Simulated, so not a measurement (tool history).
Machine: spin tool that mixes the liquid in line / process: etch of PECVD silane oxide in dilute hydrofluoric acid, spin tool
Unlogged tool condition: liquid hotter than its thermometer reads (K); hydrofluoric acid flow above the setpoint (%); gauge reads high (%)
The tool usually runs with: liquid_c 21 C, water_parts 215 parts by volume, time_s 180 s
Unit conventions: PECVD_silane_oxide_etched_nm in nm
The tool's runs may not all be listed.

run,hour,liquid_c,water_parts,time_s,wafers since the last listed run,hours since the thermometer was replaced,hours since the hydrofluoric acid flow meter was replaced,hours since the gauge calibration,"read-back film thickness of the PECVD silane oxide reference wafer, read on the same gauge (nm)",PECVD_silane_oxide_etched_nm
1,0,21,215,180,0,1058.9,1502.2,813.3,69.99,20.27
2,17.3,21,215,95,113,1076.2,1519.5,830.6,70.01,10.5
3,43.9,22.5,215,180,175,1102.8,1546.1,857.2,69.98,21.21
4,62.4,22.5,215,180,121,1121.3,1564.6,875.7,70.01,21.33
5,89.1,22.5,215,180,175,1148,1591.3,902.4,69.99,21.16
# hour 107.7: gauge calibrated
6,125,21,215,180,236,1183.9,1627.2,17.3,69.99,20.13
7,152.4,21,215,180,180,1211.3,1654.6,44.7,69.99,20.22
8,169.2,21,215,180,110,1228.1,1671.4,61.5,70,20.27
9,197,24,310,210,183,1255.9,1699.2,89.3,69.96,16.61
# hour 209.1: hydrofluoric acid flow meter replaced
# hour 214.2: thermometer replaced
10,230.9,17,215,115,210,16.7,21.8,123.2,69.98,10.98
11,249,24.5,215,180,119,34.8,39.9,141.3,70.02,23.18
12,270.8,21,215,180,143,56.6,61.7,163.1,69.99,20.08
13,288,19.5,215,180,113,73.8,78.9,180.3,69.99,18.99
14,317.3,21,280,180,193,103.1,108.2,209.6,69.99,14.61
15,337.6,21,320,280,133,123.4,128.5,229.9,70.02,19.15
16,367.8,21,125,245,198,153.6,158.7,260.1,70,52.25
17,389.7,21,215,180,144,175.5,180.6,282,69.99,20.23
18,429.1,19.5,295,125,259,214.9,220,321.4,70,8.96
19,461.9,21,305,255,216,247.7,252.8,354.2,70,18.59
20,485.3,21,215,180,154,271.1,276.2,377.6,70.01,20.41
21,521.1,21,115,180,235,306.9,312,413.4,70,41.5
22,542.6,23,325,180,141,328.4,333.5,434.9,69.98,13
23,558,25,165,145,101,343.8,348.9,450.3,70.02,25.62
24,579.9,21,215,180,144,365.7,370.8,472.2,69.98,20.1
25,592.8,19.5,215,75,84,378.6,383.7,485.1,69.98,7.97
26,645.7,24,215,180,348,431.5,436.6,538,69.97,22.64
27,680.2,21,315,210,227,466,471.1,572.5,69.96,14.64
28,694.1,17.5,255,275,91,479.9,485,586.4,70.03,22.01
29,713.8,21,215,180,129,499.6,504.7,606.1,69.99,20.06
30,728.6,18,275,140,97,514.4,519.5,620.9,69.98,10.3
31,745.9,17,165,260,113,531.7,536.8,638.2,70,34.16
32,776.9,21,215,180,204,562.7,567.8,669.2,70,20.29
33,795.3,21,215,180,121,581.1,586.2,687.6,70.01,20.08

Alternative continuations, all from the tool just after run 33; predict every row:
A,795.8,21,215,180,3,581.6,586.7,688.1,?,?
B,795.8,21,260,225,3,581.6,586.7,688.1,?,?
C,795.8,19,165,180,3,581.6,586.7,688.1,?,?
D,795.8,21,215,265,3,581.6,586.7,688.1,?,?

run,"read-back film thickness of the PECVD silane oxide reference wafer, read on the same gauge (nm)",PECVD_silane_oxide_etched_nm
A,70.02,20.14
B,70.02,19.93
C,70.02,25.52
D,70.02,29.65
Had the tool no hidden state, the same runs would have come out as:
run,PECVD_silane_oxide_etched_nm
A,20.14
B,19.93
C,25.52
D,29.65

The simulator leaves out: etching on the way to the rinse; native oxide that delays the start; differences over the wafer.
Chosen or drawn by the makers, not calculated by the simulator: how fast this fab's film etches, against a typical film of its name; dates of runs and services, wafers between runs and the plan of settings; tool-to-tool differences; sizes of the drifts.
